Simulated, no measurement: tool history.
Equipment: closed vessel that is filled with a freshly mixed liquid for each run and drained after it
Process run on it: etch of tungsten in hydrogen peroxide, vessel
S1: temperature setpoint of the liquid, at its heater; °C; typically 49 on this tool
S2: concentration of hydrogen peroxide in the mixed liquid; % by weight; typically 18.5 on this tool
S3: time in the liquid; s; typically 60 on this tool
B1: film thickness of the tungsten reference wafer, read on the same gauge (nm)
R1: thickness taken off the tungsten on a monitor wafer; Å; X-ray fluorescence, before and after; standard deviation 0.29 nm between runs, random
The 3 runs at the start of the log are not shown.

run     day  S1    S2  S3     B1      R1
  4   1.154  49  18.5  60  70.00   558.5
  5   1.775  49  18.5  45  69.99   413.9
  6   2.483  49  18.5  45  69.99   414.0
  7   3.038  49  18.5  85  70.00   785.9
  8   3.438  49  18.5  85  69.99   784.9
  9   3.696  49  18.5  40  69.99   370.3
 10   4.158  49  18.5  40  70.02   367.6
 11   4.688  49  18.5  40  70.00   368.3
 12   4.950  49  18.5  60  69.97   548.7
 13   5.258  49  18.5  60  69.98   550.2
 14   5.579  49  18.5  60  69.99   548.6
 15   6.129  49  18.5  60  70.04   546.9
 16   6.725  54  20.0  30  70.04   387.3
 17   7.354  49  17.0  75  69.98   653.6
      7.458  -- gauge calibrated
 18   7.738  56  22.5  80  70.00  1230.0
 19   8.217  49  18.5  60  69.99   551.9
 20   8.542  49  18.5  60  70.00   546.7
      8.896  -- thermometer replaced
      8.925  -- peroxide flow meter replaced
 21   8.946  49  18.5  60  70.00   550.4
      9.025  -- new drum of peroxide connected
 22  10.971  52  18.5  45  69.96   505.7

Run 23 is up next; what results do you expect?
 23  11.533  45  18.5  40   ?   ?

B1: 69.98
R1: 289.9 Å
With the hidden condition absent and the run-to-run variation left alone, this run would have shown R1 292.2 Å.

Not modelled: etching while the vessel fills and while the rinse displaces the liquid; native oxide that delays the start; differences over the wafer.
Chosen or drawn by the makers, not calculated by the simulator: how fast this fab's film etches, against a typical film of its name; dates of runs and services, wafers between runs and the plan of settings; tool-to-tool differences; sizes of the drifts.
